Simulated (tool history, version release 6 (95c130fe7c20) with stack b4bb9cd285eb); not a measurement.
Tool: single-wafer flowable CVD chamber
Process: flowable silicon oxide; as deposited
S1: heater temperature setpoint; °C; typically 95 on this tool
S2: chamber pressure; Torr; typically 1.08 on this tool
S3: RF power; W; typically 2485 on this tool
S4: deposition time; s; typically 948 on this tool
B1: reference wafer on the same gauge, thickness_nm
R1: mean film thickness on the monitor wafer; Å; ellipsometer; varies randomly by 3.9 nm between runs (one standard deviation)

Run 1, hour 0: usual settings but S4 852 s; B1 909.158. Result: R1 9838.21 Å.
Run 2, hour 15.7: usual settings; B1 910.657. Result: R1 10892.01 Å.
Run 3, hour 40.3: usual settings but S4 1087 s; B1 909.579. Result: R1 12511.74 Å.
Run 4, hour 71.8: usual settings but S4 1087 s; B1 909.036. Result: R1 12593.21 Å.
Run 5, hour 90.8: usual settings but S4 1087 s; B1 910.33. Result: R1 12615.81 Å.
Run 6, hour 148.9: usual settings; B1 911.513. Result: R1 11008.96 Å.
Run 7, hour 165.8: usual settings but S1 83 °C, S4 878 s; B1 910.631. Result: R1 15615.21 Å.
Run 8, hour 178.8: usual settings but S1 83 °C, S4 878 s; B1 910.275. Result: R1 15679.59 Å.
Run 9, hour 207.7: usual settings; B1 911.49. Result: R1 9218.15 Å.
Run 10, hour 221.7: usual settings; B1 909.557. Result: R1 9148.69 Å.
Run 11, hour 239.3: usual settings; B1 907.691. Result: R1 9247.12 Å.
Run 12, hour 274.8: usual settings; B1 911.454. Result: R1 9191.04 Å.
Run 13, hour 316.5: usual settings; B1 911.335. Result: R1 10265.94 Å.
Run 14, hour 342.7: usual settings but S1 107 °C; B1 910.365. Result: R1 6510.87 Å.
Run 15, hour 361.3: usual settings; B1 911.548. Result: R1 10308.1 Å.
Run 16, hour 382.8: usual settings but S1 102 °C, S2 1.29 Torr; B1 909.673. Result: R1 9489.62 Å.
Run 17, hour 409.8: usual settings; B1 911.485. Result: R1 10328.6 Å.
Run 18, hour 423.8: usual settings but S1 101 °C, S2 0.96 Torr, S4 759 s; B1 911.127. Result: R1 5865.16 Å.
Run 19, hour 443.5: usual settings but S1 84 °C, S2 0.99 Torr; B1 908.945. Result: R1 14071.18 Å.
Run 20, hour 550.6: usual settings but S2 1.34 Torr; B1 910.285. Result: R1 12920.37 Å.
Run 21, hour 564.5: usual settings but S4 787 s; B1 909.889. Result: R1 8618.95 Å.
Run 22, hour 591.7: usual settings but S4 835 s; B1 909.296. Result: R1 9193 Å.
Run 23, hour 623.1: usual settings; B1 910.804. Result: R1 10426.05 Å.
Run 24, hour 654.6: usual settings; B1 909.998. Result: R1 10443.79 Å.
Run 25, hour 687.6: usual settings but S3 2885 W; B1 910.913. Result: R1 10642.72 Å.
Run 26, hour 718.6: usual settings but S2 0.98 Torr; B1 909.132. Result: R1 9459.11 Å.
Run 27, hour 749.1: usual settings but S2 1.26 Torr; B1 908.756. Result: R1 12324.13 Å.

The log once held 6 entries between its listed runs, left out of this copy. Where does each go, and what is different about the tool's unlogged condition between the listed run before it and the listed run after it?
Runs 8 to 9: capacitance manometer re-zeroed and calibrated (hour 200.2)
  true pressure above the setpoint (%): 6.93 -> -10.4
  measured minus no-state result, R1: +1019.55 -> -1124.56 Å
Runs 11 to 12: thermocouple changed; heater temperature recalibrated (hour 268.2)
  true pressure above the setpoint (%): -10.2 -> -10.1
  measured minus no-state result, R1: -1109.58 -> -1082.24 Å
Runs 12 to 13: RF generator calibrated (hour 303.2); capacitance manometer re-zeroed and calibrated, repeated, since the last time left the tool worse (hour 312.6); showerhead replaced (hour 316)
  true pressure above the setpoint (%): -10.1 -> -0.17
  measured minus no-state result, R1: -1082.24 -> -17.45 Å
Runs 19 to 20: gauge calibrated (hour 449.1)
  true pressure above the setpoint (%): 0.426 -> 0.929
  measured minus no-state result, R1: +65.33 -> +103.08 Å
